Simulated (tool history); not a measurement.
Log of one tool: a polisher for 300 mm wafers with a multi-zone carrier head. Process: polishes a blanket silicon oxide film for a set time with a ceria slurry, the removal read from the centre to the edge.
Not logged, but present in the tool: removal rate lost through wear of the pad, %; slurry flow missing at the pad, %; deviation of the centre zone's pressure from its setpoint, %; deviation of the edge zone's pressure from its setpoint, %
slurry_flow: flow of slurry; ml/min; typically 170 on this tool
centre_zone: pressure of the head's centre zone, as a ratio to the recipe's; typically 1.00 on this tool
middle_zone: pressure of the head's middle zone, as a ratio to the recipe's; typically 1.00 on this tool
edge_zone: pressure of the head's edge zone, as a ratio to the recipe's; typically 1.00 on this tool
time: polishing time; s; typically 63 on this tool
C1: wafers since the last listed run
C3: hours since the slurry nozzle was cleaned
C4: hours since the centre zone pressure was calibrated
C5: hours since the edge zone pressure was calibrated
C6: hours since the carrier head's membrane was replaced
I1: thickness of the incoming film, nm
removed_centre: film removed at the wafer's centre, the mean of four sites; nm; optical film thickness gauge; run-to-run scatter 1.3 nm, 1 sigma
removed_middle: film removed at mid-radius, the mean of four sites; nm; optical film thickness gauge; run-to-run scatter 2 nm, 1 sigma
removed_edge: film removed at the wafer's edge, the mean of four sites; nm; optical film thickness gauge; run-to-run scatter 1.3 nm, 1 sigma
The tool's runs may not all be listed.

{"run": 1, "hour": 0.0, "slurry_flow": 170, "centre_zone": 1.0, "middle_zone": 1.0, "edge_zone": 0.95, "time": 63, "C1": 0, "wafers polished on this pad": 1855, "C3": 413.5, "C4": 596.1, "C5": 206.6, "C6": 241.5, "I1": 1187.2, "removed_centre": 167.4, "removed_middle": 169.8, "removed_edge": 176.5}
{"run": 2, "hour": 22.2, "slurry_flow": 170, "centre_zone": 1.0, "middle_zone": 1.0, "edge_zone": 1.0, "time": 63, "C1": 248, "wafers polished on this pad": 2104, "C3": 435.7, "C4": 618.3, "C5": 228.8, "C6": 263.7, "I1": 1188.8, "removed_centre": 164.7, "removed_middle": 168.0, "removed_edge": 180.0}
{"hour": 50.6, "done": "worn pad replaced by a new one, of another model than before"}
{"run": 3, "hour": 56.7, "slurry_flow": 170, "centre_zone": 1.0, "middle_zone": 1.0, "edge_zone": 1.0, "time": 72, "C1": 341, "wafers polished on this pad": 68, "C3": 470.2, "C4": 652.8, "C5": 263.3, "C6": 298.2, "I1": 1193.0, "removed_centre": 205.1, "removed_middle": 201.9, "removed_edge": 214.2}
{"hour": 61.6, "done": "slurry nozzle cleaned"}
{"run": 4, "hour": 80.2, "slurry_flow": 170, "centre_zone": 0.92, "middle_zone": 0.93, "edge_zone": 1.0, "time": 63, "C1": 252, "wafers polished on this pad": 320, "C3": 18.6, "C4": 676.3, "C5": 286.8, "C6": 321.7, "I1": 1177.7, "removed_centre": 172.5, "removed_middle": 173.7, "removed_edge": 194.4}
{"run": 5, "hour": 95.7, "slurry_flow": 170, "centre_zone": 1.07, "middle_zone": 0.94, "edge_zone": 1.0, "time": 63, "C1": 173, "wafers polished on this pad": 493, "C3": 34.1, "C4": 691.8, "C5": 302.3, "C6": 337.2, "I1": 1180.3, "removed_centre": 197.1, "removed_middle": 175.5, "removed_edge": 193.3}
{"run": 6, "hour": 131.8, "slurry_flow": 170, "centre_zone": 1.0, "middle_zone": 1.0, "edge_zone": 0.97, "time": 83, "C1": 404, "wafers polished on this pad": 898, "C3": 70.2, "C4": 727.9, "C5": 338.4, "C6": 373.3, "I1": 1190.9, "removed_centre": 245.1, "removed_middle": 241.7, "removed_edge": 250.6}
{"hour": 149.1, "done": "centre zone pressure recalibrated"}
{"run": 7, "hour": 156.4, "slurry_flow": 170, "centre_zone": 1.0, "middle_zone": 1.0, "edge_zone": 1.0, "time": 63, "C1": 253, "wafers polished on this pad": 1151, "C3": 94.8, "C4": 7.3, "C5": 363.0, "C6": 397.9, "I1": 1188.8, "removed_centre": 185.5, "removed_middle": 182.5, "removed_edge": 191.5}
{"hour": 164.2, "done": "edge zone pressure recalibrated"}
{"run": 8, "hour": 180.8, "slurry_flow": 170, "centre_zone": 1.06, "middle_zone": 1.0, "edge_zone": 1.0, "time": 63, "C1": 251, "wafers polished on this pad": 1402, "C3": 119.2, "C4": 31.7, "C5": 16.6, "C6": 422.3, "I1": 1183.5, "removed_centre": 197.6, "removed_middle": 185.7, "removed_edge": 191.2}
{"run": 9, "hour": 201.9, "slurry_flow": 205, "centre_zone": 1.05, "middle_zone": 1.0, "edge_zone": 1.0, "time": 75, "C1": 236, "wafers polished on this pad": 1639, "C3": 140.3, "C4": 52.8, "C5": 37.7, "C6": 443.4, "I1": 1163.5, "removed_centre": 233.2, "removed_middle": 221.7, "removed_edge": 228.0}
{"run": 10, "hour": 232.3, "slurry_flow": 170, "centre_zone": 1.12, "middle_zone": 0.97, "edge_zone": 1.05, "time": 63, "C1": 340, "wafers polished on this pad": 1980, "C3": 170.7, "C4": 83.2, "C5": 68.1, "C6": 473.8, "I1": 1194.1, "removed_centre": 203.9, "removed_middle": 174.7, "removed_edge": 195.2}
{"run": 11, "hour": 251.2, "slurry_flow": 125, "centre_zone": 1.0, "middle_zone": 1.0, "edge_zone": 1.0, "time": 63, "C1": 211, "wafers polished on this pad": 2191, "C3": 189.6, "C4": 102.1, "C5": 87.0, "C6": 492.7, "I1": 1199.5, "removed_centre": 175.5, "removed_middle": 178.6, "removed_edge": 182.5}
{"hour": 262.6, "done": "carrier head's membrane replaced by a new one"}
{"run": 12, "hour": 286.8, "slurry_flow": 170, "centre_zone": 1.08, "middle_zone": 0.92, "edge_zone": 1.0, "time": 83, "C1": 342, "wafers polished on this pad": 2534, "C3": 225.2, "C4": 137.7, "C5": 122.6, "C6": 24.2, "I1": 1190.9, "removed_centre": 259.1, "removed_middle": 221.8, "removed_edge": 250.5}
{"hour": 292.4, "done": "worn pad replaced by a new one"}
{"run": 13, "hour": 310.6, "slurry_flow": 170, "centre_zone": 1.0, "middle_zone": 1.0, "edge_zone": 1.0, "time": 63, "C1": 221, "wafers polished on this pad": 204, "C3": 249.0, "C4": 161.5, "C5": 146.4, "C6": 48.0, "I1": 1172.9, "removed_centre": 180.7, "removed_middle": 185.4, "removed_edge": 189.1}
{"run": 14, "hour": 329.9, "slurry_flow": 135, "centre_zone": 0.96, "middle_zone": 1.0, "edge_zone": 1.0, "time": 63, "C1": 216, "wafers polished on this pad": 420, "C3": 268.3, "C4": 180.8, "C5": 165.7, "C6": 67.3, "I1": 1191.0, "removed_centre": 165.7, "removed_middle": 176.0, "removed_edge": 184.2}
{"run": 15, "hour": 345.9, "slurry_flow": 170, "centre_zone": 1.11, "middle_zone": 1.0, "edge_zone": 1.0, "time": 63, "C1": 179, "wafers polished on this pad": 599, "C3": 284.3, "C4": 196.8, "C5": 181.7, "C6": 83.3, "I1": 1189.9, "removed_centre": 200.9, "removed_middle": 180.7, "removed_edge": 188.4}
{"run": 16, "hour": 379.5, "slurry_flow": 170, "centre_zone": 1.0, "middle_zone": 1.04, "edge_zone": 1.0, "time": 63, "C1": 376, "wafers polished on this pad": 976, "C3": 317.9, "C4": 230.4, "C5": 215.3, "C6": 116.9, "I1": 1207.0, "removed_centre": 181.4, "removed_middle": 183.9, "removed_edge": 187.4}
{"run": 17, "hour": 412.3, "slurry_flow": 170, "centre_zone": 1.0, "middle_zone": 1.0, "edge_zone": 1.0, "time": 74, "C1": 367, "wafers polished on this pad": 1344, "C3": 350.7, "C4": 263.2, "C5": 248.1, "C6": 149.7, "I1": 1188.7, "removed_centre": 213.0, "removed_middle": 211.6, "removed_edge": 223.5}
{"run": 18, "hour": 438.2, "slurry_flow": 170, "centre_zone": 1.09, "middle_zone": 1.08, "edge_zone": 1.0, "time": 63, "C1": 290, "wafers polished on this pad": 1634, "C3": 376.6, "C4": 289.1, "C5": 274.0, "C6": 175.6, "I1": 1190.5, "removed_centre": 195.9, "removed_middle": 189.5, "removed_edge": 188.0}
{"run": 19, "hour": 471.2, "slurry_flow": 170, "centre_zone": 1.0, "middle_zone": 1.0, "edge_zone": 1.0, "time": 63, "C1": 369, "wafers polished on this pad": 2004, "C3": 409.6, "C4": 322.1, "C5": 307.0, "C6": 208.6, "I1": 1193.8, "removed_centre": 181.0, "removed_middle": 178.0, "removed_edge": 189.5}
{"hour": 476.6, "done": "worn pad replaced by a new one"}
{"run": 20, "hour": 494.7, "slurry_flow": 170, "centre_zone": 1.0, "middle_zone": 0.93, "edge_zone": 1.0, "time": 63, "C1": 218, "wafers polished on this pad": 203, "C3": 433.1, "C4": 345.6, "C5": 330.5, "C6": 232.1, "I1": 1209.0, "removed_centre": 181.4, "removed_middle": 165.8, "removed_edge": 187.2}
{"hour": 501.6, "done": "slurry nozzle cleaned"}
{"run": 21, "hour": 518.7, "slurry_flow": 170, "centre_zone": 1.0, "middle_zone": 1.0, "edge_zone": 1.0, "time": 63, "C1": 257, "wafers polished on this pad": 461, "C3": 17.1, "C4": 369.6, "C5": 354.5, "C6": 256.1, "I1": 1213.9, "removed_centre": 187.0, "removed_middle": 184.9, "removed_edge": 196.7}

Consider 5 possible next runs. They are alternatives, not a sequence: every one starts from the tool as it was left by run 21. What does each give?
{"run": "A", "hour": 519.1, "slurry_flow": 170, "centre_zone": 1.0, "middle_zone": 1.0, "edge_zone": 1.08, "time": 63, "C1": 4, "wafers polished on this pad": 465, "C3": 17.5, "C4": 370.0, "C5": 354.9, "C6": 256.5, "I1": 1212.8, "removed_centre": "?", "removed_middle": "?", "removed_edge": "?"}
{"run": "B", "hour": 519.1, "slurry_flow": 170, "centre_zone": 1.0, "middle_zone": 1.0, "edge_zone": 0.9, "time": 63, "C1": 4, "wafers polished on this pad": 465, "C3": 17.5, "C4": 370.0, "C5": 354.9, "C6": 256.5, "I1": 1212.8, "removed_centre": "?", "removed_middle": "?", "removed_edge": "?"}
{"run": "C", "hour": 519.1, "slurry_flow": 170, "centre_zone": 1.0, "middle_zone": 1.0, "edge_zone": 1.07, "time": 63, "C1": 4, "wafers polished on this pad": 465, "C3": 17.5, "C4": 370.0, "C5": 354.9, "C6": 256.5, "I1": 1212.8, "removed_centre": "?", "removed_middle": "?", "removed_edge": "?"}
{"run": "D", "hour": 519.1, "slurry_flow": 170, "centre_zone": 1.04, "middle_zone": 1.0, "edge_zone": 1.05, "time": 63, "C1": 4, "wafers polished on this pad": 465, "C3": 17.5, "C4": 370.0, "C5": 354.9, "C6": 256.5, "I1": 1212.8, "removed_centre": "?", "removed_middle": "?", "removed_edge": "?"}
{"run": "E", "hour": 519.1, "slurry_flow": 215, "centre_zone": 1.09, "middle_zone": 1.0, "edge_zone": 1.0, "time": 72, "C1": 4, "wafers polished on this pad": 465, "C3": 17.5, "C4": 370.0, "C5": 354.9, "C6": 256.5, "I1": 1212.8, "removed_centre": "?", "removed_middle": "?", "removed_edge": "?"}

run=A removed_centre=187.9 removed_middle=190.0 removed_edge=202.1
run=B removed_centre=187.9 removed_middle=190.1 removed_edge=185.2
run=C removed_centre=187.9 removed_middle=190.0 removed_edge=201.1
run=D removed_centre=195.5 removed_middle=190.0 removed_edge=199.3
run=E removed_centre=241.1 removed_middle=222.7 removed_edge=226.6
With the hidden condition removed and each run's random variation left untouched, the same runs would have given:
run=A removed_centre=188.9 removed_middle=190.9 removed_edge=202.7
run=B removed_centre=188.9 removed_middle=190.9 removed_edge=185.8
run=C removed_centre=188.9 removed_middle=190.9 removed_edge=201.8
run=D removed_centre=196.5 removed_middle=190.9 removed_edge=199.9
run=E removed_centre=242.1 removed_middle=223.6 removed_edge=227.3
